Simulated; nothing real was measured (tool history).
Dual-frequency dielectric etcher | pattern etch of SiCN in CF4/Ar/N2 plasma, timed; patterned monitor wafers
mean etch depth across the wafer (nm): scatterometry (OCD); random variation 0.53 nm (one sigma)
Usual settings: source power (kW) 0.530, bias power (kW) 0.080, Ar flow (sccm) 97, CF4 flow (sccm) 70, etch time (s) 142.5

run,hour,source power (kW),bias power (kW),Ar flow (sccm),CF4 flow (sccm),etch time (s),wafers since the last listed run,hours since the last wet clean,hours since the last source power generator calibration,hours since the last bias power generator calibration,hours since the last Ar flow controller change,hours since the last CF4 flow controller change,hours since the last upper electrode change,hours since the gauge calibration,"read-back reference wafer on the same gauge, depth_nm",mean etch depth across the wafer (nm)
1,0.0,0.430,0.080,97,70,142.5,0,278.1,1471.9,2034.7,4107.4,4630.3,4506.8,1160.4,155.0,124.0
2,27.1,0.430,0.080,97,70,142.5,150,305.2,1499.0,2061.8,4134.5,4657.4,4533.9,1187.5,155.1,123.8
3,92.6,0.430,0.080,97,62,142.5,363,370.7,1564.5,2127.3,4200.0,4722.9,4599.4,1253.0,155.0,122.3
# hour 129.4: Ar flow controller replaced
4,144.0,0.430,0.080,97,62,142.5,252,422.1,1615.9,2178.7,14.6,4774.3,4650.8,1304.4,155.1,122.4
# hour 174.1: gauge calibrated
5,184.5,0.430,0.080,97,62,142.5,224,462.6,1656.4,2219.2,55.1,4814.8,4691.3,10.4,155.1,121.3
# hour 196.5: CF4 flow controller replaced
6,227.4,0.530,0.080,97,70,142.5,204,505.5,1699.3,2262.1,98.0,30.9,4734.2,53.3,155.1,136.8
7,283.4,0.530,0.080,97,70,142.5,311,561.5,1755.3,2318.1,154.0,86.9,4790.2,109.3,155.1,136.4
# hour 330.8: upper electrode replaced
# hour 336.8: wet clean of the chamber
8,337.3,0.530,0.080,115,84,142.5,132,0.5,1809.2,2372.0,207.9,140.8,6.5,163.2,155.0,135.9
9,361.7,0.530,0.080,115,84,142.5,135,24.9,1833.6,2396.4,232.3,165.2,30.9,187.6,155.0,137.1
10,387.3,0.640,0.080,87,56,112.5,142,50.5,1859.2,2422.0,257.9,190.8,56.5,213.2,155.1,120.1
11,418.4,0.530,0.080,97,70,142.5,172,81.6,1890.3,2453.1,289.0,221.9,87.6,244.3,155.1,137.5
# hour 432.0: source power generator calibrated
12,448.6,0.420,0.080,91,70,142.5,145,111.8,16.6,2483.3,319.2,252.1,117.8,274.5,155.1,123.6
13,476.7,0.490,0.080,97,70,142.5,156,139.9,44.7,2511.4,347.3,280.2,145.9,302.6,155.1,132.0
14,516.2,0.530,0.080,97,70,142.5,219,179.4,84.2,2550.9,386.8,319.7,185.4,342.1,154.9,137.4
15,542.9,0.530,0.080,81,70,124.0,148,206.1,110.9,2577.6,413.5,346.4,212.1,368.8,155.0,123.3
# hour 587.7: bias power generator calibrated
16,614.8,0.610,0.085,119,70,167.5,377,278.0,182.8,27.1,485.4,418.3,284.0,440.7,155.0,169.7
17,665.1,0.530,0.080,97,70,163.5,279,328.3,233.1,77.4,535.7,468.6,334.3,491.0,154.9,156.5
18,704.8,0.530,0.080,97,64,142.5,220,368.0,272.8,117.1,575.4,508.3,374.0,530.7,154.8,136.2
19,758.6,0.470,0.098,97,53,142.5,298,421.8,326.6,170.9,629.2,562.1,427.8,584.5,154.9,131.9
20,950.6,0.530,0.062,116,70,142.5,1066,613.8,518.6,362.9,821.2,754.1,619.8,776.5,155.0,123.7
# hour 1003.0: wet clean of the chamber
21,1008.1,0.580,0.080,116,70,142.5,186,5.1,576.1,420.4,878.7,811.6,677.3,834.0,155.1,140.2
22,1044.6,0.580,0.080,97,55,172.0,202,41.6,612.6,456.9,915.2,848.1,713.8,870.5,155.1,169.1

Forecast each of these 3 alternatives for the next run:
A,1045.1,0.470,0.080,97,70,142.5,2,42.1,613.1,457.4,915.7,848.6,714.3,871.0,?,?
B,1045.1,0.530,0.080,97,61,142.5,2,42.1,613.1,457.4,915.7,848.6,714.3,871.0,?,?
C,1045.1,0.420,0.087,110,77,142.5,2,42.1,613.1,457.4,915.7,848.6,714.3,871.0,?,?

run,"read-back reference wafer on the same gauge, depth_nm",mean etch depth across the wafer (nm)
A,154.9,131.1
B,154.9,137.2
C,154.9,125.5
Without the tool's hidden state the same runs would have given:
run,mean etch depth across the wafer (nm)
A,131.1
B,137.2
C,125.5
